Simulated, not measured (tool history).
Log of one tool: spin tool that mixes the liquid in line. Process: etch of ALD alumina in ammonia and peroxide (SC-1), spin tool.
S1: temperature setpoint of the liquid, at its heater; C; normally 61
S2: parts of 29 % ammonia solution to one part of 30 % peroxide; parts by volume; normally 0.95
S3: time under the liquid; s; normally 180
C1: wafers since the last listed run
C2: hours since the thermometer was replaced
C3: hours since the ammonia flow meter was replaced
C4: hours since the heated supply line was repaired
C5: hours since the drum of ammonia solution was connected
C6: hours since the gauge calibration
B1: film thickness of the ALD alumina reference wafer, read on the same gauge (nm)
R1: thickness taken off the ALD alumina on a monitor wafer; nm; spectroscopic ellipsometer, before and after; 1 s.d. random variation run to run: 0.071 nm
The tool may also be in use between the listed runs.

| run | hour | S1 | S2 | S3 | C1 | C2 | C3 | C4 | C5 | C6 | B1 | R1 |
|---|---|---|---|---|---|---|---|---|---|---|---|---|
| 1 | 0 | 61 | 0.95 | 180 | 0 | 2205.6 | 1010.6 | 2341.4 | 153.5 | 450.5 | 50.03 | 12.88 |
| 2 | 37.4 | 61 | 0.95 | 180 | 323 | 2243 | 1048 | 2378.8 | 190.9 | 487.9 | 49.99 | 12.78 |
| 3 | 83.9 | 61 | 0.95 | 180 | 401 | 2289.5 | 1094.5 | 2425.3 | 237.4 | 534.4 | 50.03 | 12.82 |
|  | 91.8 | new drum of ammonia solution connected |
| 4 | 123.8 | 61 | 0.95 | 180 | 336 | 2329.4 | 1134.4 | 2465.2 | 32 | 574.3 | 49.99 | 12.71 |
| 5 | 150.1 | 61 | 0.95 | 180 | 227 | 2355.7 | 1160.7 | 2491.5 | 58.3 | 600.6 | 49.99 | 12.88 |
| 6 | 180.4 | 61 | 0.95 | 180 | 261 | 2386 | 1191 | 2521.8 | 88.6 | 630.9 | 49.98 | 12.81 |
| 7 | 233.8 | 61 | 0.95 | 180 | 461 | 2439.4 | 1244.4 | 2575.2 | 142 | 684.3 | 49.99 | 12.83 |
| 8 | 258.5 | 61 | 0.95 | 180 | 213 | 2464.1 | 1269.1 | 2599.9 | 166.7 | 709 | 50.01 | 12.74 |
| 9 | 297.9 | 61 | 0.95 | 180 | 340 | 2503.5 | 1308.5 | 2639.3 | 206.1 | 748.4 | 50 | 12.73 |
| 10 | 367.1 | 61 | 0.95 | 255 | 598 | 2572.7 | 1377.7 | 2708.5 | 275.3 | 817.6 | 50.02 | 18.08 |
|  | 375.2 | new drum of ammonia solution connected |
| 11 | 400.7 | 61 | 0.95 | 255 | 281 | 2606.3 | 1411.3 | 2742.1 | 25.5 | 851.2 | 49.99 | 18.05 |
|  | 443.2 | heated supply line repaired |
| 12 | 471.4 | 65.5 | 0.7 | 130 | 602 | 2677 | 1482 | 28.2 | 96.2 | 921.9 | 50.04 | 12.15 |
|  | 472.7 | thermometer replaced |
|  | 491 | gauge calibrated |
| 13 | 514.6 | 70 | 1.15 | 275 | 364 | 41.9 | 1525.2 | 71.4 | 139.4 | 23.6 | 49.97 | 33.35 |
| 14 | 578.2 | 69.5 | 0.95 | 260 | 549 | 105.5 | 1588.8 | 135 | 203 | 87.2 | 50 | 30.22 |
| 15 | 622.1 | 61 | 1.1 | 180 | 379 | 149.4 | 1632.7 | 178.9 | 246.9 | 131.1 | 49.99 | 14.01 |
| 16 | 656.4 | 64 | 0.95 | 180 | 296 | 183.7 | 1667 | 213.2 | 281.2 | 165.4 | 49.97 | 15.95 |
|  | 659 | new drum of ammonia solution connected |
| 17 | 697.3 | 61 | 0.95 | 180 | 344 | 224.6 | 1707.9 | 254.1 | 38.3 | 206.3 | 50.01 | 13.73 |
| 18 | 746.1 | 66.5 | 1.2 | 80 | 421 | 273.4 | 1756.7 | 302.9 | 87.1 | 255.1 | 50.03 | 8.14 |
| 19 | 802.6 | 61 | 1.2 | 180 | 488 | 329.9 | 1813.2 | 359.4 | 143.6 | 311.6 | 50.01 | 13.96 |
|  | 847.1 | ammonia flow meter replaced |
| 20 | 874.1 | 61 | 0.95 | 180 | 609 | 401.4 | 27 | 430.9 | 215.1 | 383.1 | 49.99 | 13.54 |
|  | 923.8 | new drum of ammonia solution connected |
| 21 | 933.5 | 69.5 | 0.95 | 260 | 504 | 460.8 | 86.4 | 490.3 | 9.7 | 442.5 | 50.02 | 29.76 |
| 22 | 960.6 | 55 | 0.8 | 225 | 234 | 487.9 | 113.5 | 517.4 | 36.8 | 469.6 | 50.03 | 12.22 |
| 23 | 1016.7 | 51 | 0.95 | 95 | 484 | 544 | 169.6 | 573.5 | 92.9 | 525.7 | 49.99 | 4.23 |
| 24 | 1047.3 | 61 | 0.95 | 180 | 264 | 574.6 | 200.2 | 604.1 | 123.5 | 556.3 | 49.99 | 13.56 |
| 25 | 1072.6 | 61 | 0.95 | 180 | 218 | 599.9 | 225.5 | 629.4 | 148.8 | 581.6 | 49.99 | 13.55 |
| 26 | 1119.1 | 61 | 0.55 | 180 | 401 | 646.4 | 272 | 675.9 | 195.3 | 628.1 | 50.01 | 12.93 |

Below, some changes in R1 between adjacent runs. For each, the amount present without the hidden state too (settings, incoming material, random variation) and the amount remaining for the hidden state with gauge scatter not shared by both compared results:
What the log doesn't record here: liquid hotter than its thermometer reads (K); ammonia flow above the setpoint (%); temperature lost on the way to the wafer (K); ammonia solution weaker than its label (%); gauge reads high (%).
Run 9 -> 10: S3 180 -> 255. R1 +5.35 nm: hidden state -0.53, all else +5.88.
Run 11 -> 12: S1 61 -> 65.5, S2 0.95 -> 0.7, S3 255 -> 130, heated supply line repaired. R1 -5.9 nm: hidden state +1.65, all else -7.55.
Run 12 -> 13: S1 65.5 -> 70, S2 0.7 -> 1.15, S3 130 -> 275, thermometer replaced, gauge calibrated. R1 +21.2 nm: hidden state -0.15, all else +21.35.
Run 21 -> 22: S1 69.5 -> 55, S2 0.95 -> 0.8, S3 260 -> 225. R1 -17.54 nm: hidden state +0.3, all else -17.84.
